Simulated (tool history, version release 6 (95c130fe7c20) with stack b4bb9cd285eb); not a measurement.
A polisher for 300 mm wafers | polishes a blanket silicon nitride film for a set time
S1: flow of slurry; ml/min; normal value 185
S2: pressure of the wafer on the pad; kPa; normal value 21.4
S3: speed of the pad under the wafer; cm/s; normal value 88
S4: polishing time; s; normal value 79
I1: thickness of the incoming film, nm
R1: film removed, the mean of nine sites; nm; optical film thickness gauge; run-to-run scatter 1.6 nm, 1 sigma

run 1 day=0.000 | S1=185 S2=21.4 S3=76 S4=79 | I1=405.0 | R1=124.0
run 2 day=0.267 | S1=185 S2=21.4 S3=88 S4=95 | I1=414.7 | R1=161.5
run 3 day=0.862 | S1=185 S2=21.4 S3=88 S4=71 | I1=405.7 | R1=122.3
run 4 day=1.596 | S1=185 S2=21.4 S3=88 S4=99 | I1=411.1 | R1=166.1
-- day=3.475 worn pad replaced by a new one
run 5 day=3.538 | S1=185 S2=21.4 S3=88 S4=99 | I1=416.9 | R1=174.6
run 6 day=4.267 | S1=185 S2=21.4 S3=88 S4=99 | I1=404.9 | R1=170.7
run 7 day=4.633 | S1=185 S2=21.4 S3=88 S4=79 | I1=411.7 | R1=133.6
run 8 day=5.375 | S1=185 S2=21.4 S3=88 S4=79 | I1=407.7 | R1=136.1
run 9 day=6.021 | S1=185 S2=21.4 S3=88 S4=79 | I1=408.9 | R1=142.7
run 10 day=6.296 | S1=230 S2=21.4 S3=88 S4=79 | I1=410.5 | R1=145.5
run 11 day=6.888 | S1=135 S2=21.4 S3=88 S4=79 | I1=405.4 | R1=129.8
-- day=7.458 slurry nozzle cleaned
run 12 day=7.517 | S1=135 S2=21.4 S3=88 S4=79 | I1=416.4 | R1=130.4
run 13 day=7.938 | S1=185 S2=21.4 S3=88 S4=79 | I1=410.1 | R1=139.4
run 14 day=8.588 | S1=185 S2=17.2 S3=88 S4=79 | I1=413.0 | R1=112.0
-- day=9.050 head pressure recalibrated
-- day=9.354 worn pad replaced by a new one, of another model than before
run 15 day=9.375 | S1=185 S2=21.4 S3=88 S4=79 | I1=410.4 | R1=120.9
run 16 day=10.904 | S1=185 S2=21.4 S3=88 S4=79 | I1=411.0 | R1=123.0
run 17 day=11.429 | S1=185 S2=21.4 S3=88 S4=107 | I1=414.4 | R1=165.7
run 18 day=11.708 | S1=185 S2=26.9 S3=108 S4=79 | I1=412.3 | R1=148.1
run 19 day=12.229 | S1=185 S2=21.4 S3=88 S4=79 | I1=416.3 | R1=121.4
run 20 day=12.679 | S1=185 S2=21.4 S3=62 S4=79 | I1=414.5 | R1=106.7
run 21 day=13.008 | S1=185 S2=21.4 S3=96 S4=62 | I1=412.4 | R1=98.2
run 22 day=13.417 | S1=240 S2=21.4 S3=88 S4=79 | I1=408.8 | R1=123.6
run 23 day=13.812 | S1=160 S2=28.3 S3=88 S4=67 | I1=405.8 | R1=118.7
run 24 day=14.429 | S1=185 S2=21.4 S3=88 S4=79 | I1=407.3 | R1=122.8
run 25 day=14.958 | S1=185 S2=21.4 S3=88 S4=79 | I1=415.7 | R1=119.3
-- day=15.233 worn pad replaced by a new one
run 26 day=15.358 | S1=205 S2=27.6 S3=68 S4=79 | I1=407.7 | R1=129.7
run 27 day=15.875 | S1=185 S2=21.4 S3=88 S4=79 | I1=408.2 | R1=121.0
run 28 day=16.517 | S1=185 S2=24.1 S3=70 S4=91 | I1=413.0 | R1=139.1
run 29 day=17.104 | S1=185 S2=14.5 S3=98 S4=79 | I1=402.0 | R1=102.6
run 30 day=17.679 | S1=185 S2=21.4 S3=88 S4=87 | I1=412.7 | R1=136.1
run 31 day=18.088 | S1=205 S2=27.6 S3=62 S4=104 | I1=409.8 | R1=165.9
run 32 day=18.492 | S1=150 S2=26.2 S3=76 S4=79 | I1=408.5 | R1=126.5
run 33 day=19.175 | S1=185 S2=21.4 S3=88 S4=79 | I1=409.2 | R1=120.7

Expected results for the next run?
run 34 day=19.900 | S1=185 S2=21.4 S3=116 S4=87 | I1=408.5 | R1=?

{"run 34": {"R1": 148.6}}
If the tool had no hidden condition, the same run with the same run-to-run variation would have returned R1 150.8 nm.
